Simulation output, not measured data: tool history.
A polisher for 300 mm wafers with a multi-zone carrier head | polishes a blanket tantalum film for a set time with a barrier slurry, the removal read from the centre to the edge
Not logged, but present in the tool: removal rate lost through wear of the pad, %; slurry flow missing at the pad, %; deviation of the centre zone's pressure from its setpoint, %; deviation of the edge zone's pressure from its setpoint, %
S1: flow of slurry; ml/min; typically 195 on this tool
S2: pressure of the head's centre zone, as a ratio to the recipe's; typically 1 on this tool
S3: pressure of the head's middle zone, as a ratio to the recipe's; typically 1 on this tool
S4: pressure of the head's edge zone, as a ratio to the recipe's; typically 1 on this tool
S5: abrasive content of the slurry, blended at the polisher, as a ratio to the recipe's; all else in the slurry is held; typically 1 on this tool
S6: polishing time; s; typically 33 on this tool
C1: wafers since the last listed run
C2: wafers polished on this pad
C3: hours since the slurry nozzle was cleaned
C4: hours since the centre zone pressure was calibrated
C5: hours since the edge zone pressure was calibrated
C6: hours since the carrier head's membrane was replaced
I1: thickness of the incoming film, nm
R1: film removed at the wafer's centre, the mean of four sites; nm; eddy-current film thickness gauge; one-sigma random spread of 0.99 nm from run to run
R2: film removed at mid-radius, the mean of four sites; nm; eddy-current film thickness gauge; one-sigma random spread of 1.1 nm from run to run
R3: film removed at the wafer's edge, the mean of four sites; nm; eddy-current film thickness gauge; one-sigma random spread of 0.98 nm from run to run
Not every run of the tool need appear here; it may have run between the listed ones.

| run | hour | S1 | S2 | S3 | S4 | S5 | S6 | C1 | C2 | C3 | C4 | C5 | C6 | I1 | R1 | R2 | R3 |
|---|---|---|---|---|---|---|---|---|---|---|---|---|---|---|---|---|---|
| 1 | 0 | 195 | 1 | 1 | 1 | 1 | 33 | 0 | 2734 | 793.5 | 248.5 | 332.9 | 645.6 | 359.3 | 78.3 | 83.2 | 78.9 |
|  | 7.7 | slurry nozzle cleaned |
| 2 | 60.3 | 195 | 1 | 1 | 1 | 1 | 33 | 691 | 3425 | 52.6 | 308.8 | 393.2 | 705.9 | 357.9 | 79.5 | 82 | 78.1 |
|  | 82.1 | worn pad replaced by a new one |
| 3 | 113.1 | 170 | 1 | 1 | 1 | 1 | 33 | 568 | 361 | 105.4 | 361.6 | 446 | 758.7 | 362 | 76.3 | 82.6 | 79.2 |
| 4 | 209.1 | 170 | 1 | 1 | 1 | 1 | 33 | 1118 | 1480 | 201.4 | 457.6 | 542 | 854.7 | 362.2 | 75 | 79.8 | 75.8 |
|  | 214.2 | carrier head's membrane replaced by a new one |
|  | 267.3 | edge zone pressure recalibrated |
| 5 | 267.8 | 170 | 1 | 1 | 1 | 1 | 33 | 602 | 2082 | 260.1 | 516.3 | 0.5 | 53.6 | 355.7 | 74.8 | 81.1 | 77.1 |
|  | 367.8 | worn pad replaced by a new one |
| 6 | 372.8 | 195 | 1 | 1 | 1 | 1 | 33 | 1177 | 57 | 365.1 | 621.3 | 105.5 | 158.6 | 354.5 | 75.8 | 84.9 | 78 |
| 7 | 464 | 195 | 1 | 1 | 1 | 1 | 33 | 1062 | 1120 | 456.3 | 712.5 | 196.7 | 249.8 | 363.8 | 75.2 | 84 | 78.6 |
| 8 | 545.4 | 195 | 1 | 1 | 1 | 1 | 38 | 948 | 2069 | 537.7 | 793.9 | 278.1 | 331.2 | 356.8 | 86.8 | 95 | 92.9 |
| 9 | 582.7 | 195 | 1 | 1 | 1 | 1 | 38 | 434 | 2504 | 575 | 831.2 | 315.4 | 368.5 | 367.2 | 89.2 | 95.9 | 90.4 |
|  | 629.5 | worn pad replaced by a new one |
|  | 764 | centre zone pressure recalibrated |
|  | 843.3 | slurry nozzle cleaned |
| 10 | 846.3 | 195 | 1 | 1 | 1 | 1 | 28 | 2990 | 2492 | 3 | 82.3 | 579 | 632.1 | 359.4 | 69.9 | 68 | 68.8 |
|  | 866.6 | edge zone pressure recalibrated |
| 11 | 938.6 | 265 | 0.93 | 1 | 1 | 1.1 | 22 | 1052 | 3544 | 95.3 | 174.6 | 72 | 724.4 | 361.5 | 53.1 | 58.6 | 57 |
|  | 954 | worn pad replaced by a new one |
| 12 | 982.5 | 195 | 1.1 | 1 | 1 | 1 | 33 | 464 | 331 | 139.2 | 218.5 | 115.9 | 768.3 | 355.7 | 89.7 | 82.9 | 78.2 |
| 13 | 1035.8 | 220 | 1.1 | 1.09 | 0.94 | 1 | 33 | 621 | 953 | 192.5 | 271.8 | 169.2 | 821.6 | 364.1 | 88.9 | 92.6 | 77.8 |
|  | 1057.5 | carrier head's membrane replaced by a new one |
| 14 | 1115.7 | 170 | 1 | 1 | 1 | 1 | 33 | 872 | 1825 | 272.4 | 351.7 | 249.1 | 58.2 | 364.5 | 79.6 | 80.5 | 77.8 |
| 15 | 1153.7 | 195 | 1 | 1 | 1 | 1 | 33 | 442 | 2268 | 310.4 | 389.7 | 287.1 | 96.2 | 360.4 | 78.9 | 83.6 | 79 |
| 16 | 1229 | 195 | 0.9 | 1 | 1 | 1 | 28 | 877 | 3146 | 385.7 | 465 | 362.4 | 171.5 | 358.4 | 58.9 | 71.3 | 69.6 |
|  | 1270.2 | worn pad replaced by a new one |
| 17 | 1270.7 | 215 | 1 | 0.9 | 1.06 | 1 | 40 | 439 | 6 | 427.4 | 506.7 | 404.1 | 213.2 | 358.6 | 95.5 | 93.8 | 103 |
| 18 | 1337.6 | 255 | 1 | 1.09 | 1 | 0.85 | 28 | 779 | 785 | 494.3 | 573.6 | 471 | 280.1 | 355.9 | 65.6 | 73.9 | 66.1 |
|  | 1396.1 | edge zone pressure recalibrated |
| 19 | 1397 | 195 | 1 | 1 | 1 | 0.8 | 33 | 668 | 1454 | 553.7 | 633 | 0.9 | 339.5 | 355.7 | 74.6 | 77.9 | 75.4 |
| 20 | 1459.4 | 195 | 1 | 1 | 1.06 | 1.2 | 33 | 727 | 2181 | 616.1 | 695.4 | 63.3 | 401.9 | 361.8 | 81.8 | 85.3 | 83.6 |

Here are 5 independent what-if runs from the current tool condition. What would each one return?
| A | 1459.8 | 195 | 1 | 1 | 1 | 1 | 33 | 4 | 2186 | 616.5 | 695.8 | 63.7 | 402.3 | 363.3 | ? | ? | ? |
| B | 1459.8 | 240 | 1 | 1 | 0.95 | 1 | 33 | 4 | 2186 | 616.5 | 695.8 | 63.7 | 402.3 | 363.3 | ? | ? | ? |
| C | 1459.8 | 225 | 1 | 1 | 1.09 | 0.9 | 38 | 4 | 2186 | 616.5 | 695.8 | 63.7 | 402.3 | 363.3 | ? | ? | ? |
| D | 1459.8 | 135 | 1.12 | 1.08 | 0.93 | 1 | 33 | 4 | 2186 | 616.5 | 695.8 | 63.7 | 402.3 | 363.3 | ? | ? | ? |
| E | 1459.8 | 195 | 1.06 | 0.9 | 1 | 1.3 | 33 | 4 | 2186 | 616.5 | 695.8 | 63.7 | 402.3 | 363.3 | ? | ? | ? |

| run | R1 | R2 | R3 |
|---|---|---|---|
| A | 77.8 | 84.3 | 78.2 |
| B | 80.4 | 86.9 | 78 |
| C | 89.2 | 96.5 | 92.9 |
| D | 80.2 | 83.5 | 71.5 |
| E | 87.7 | 82.1 | 83.3 |
Without the tool's unlogged condition, the same runs would have read:
| run | R1 | R2 | R3 |
|---|---|---|---|
| A | 83.3 | 84.3 | 78.2 |
| B | 86.1 | 86.9 | 78 |
| C | 95.6 | 96.5 | 92.9 |
| D | 85.8 | 83.4 | 71.5 |
| E | 93.9 | 82.1 | 83.3 |
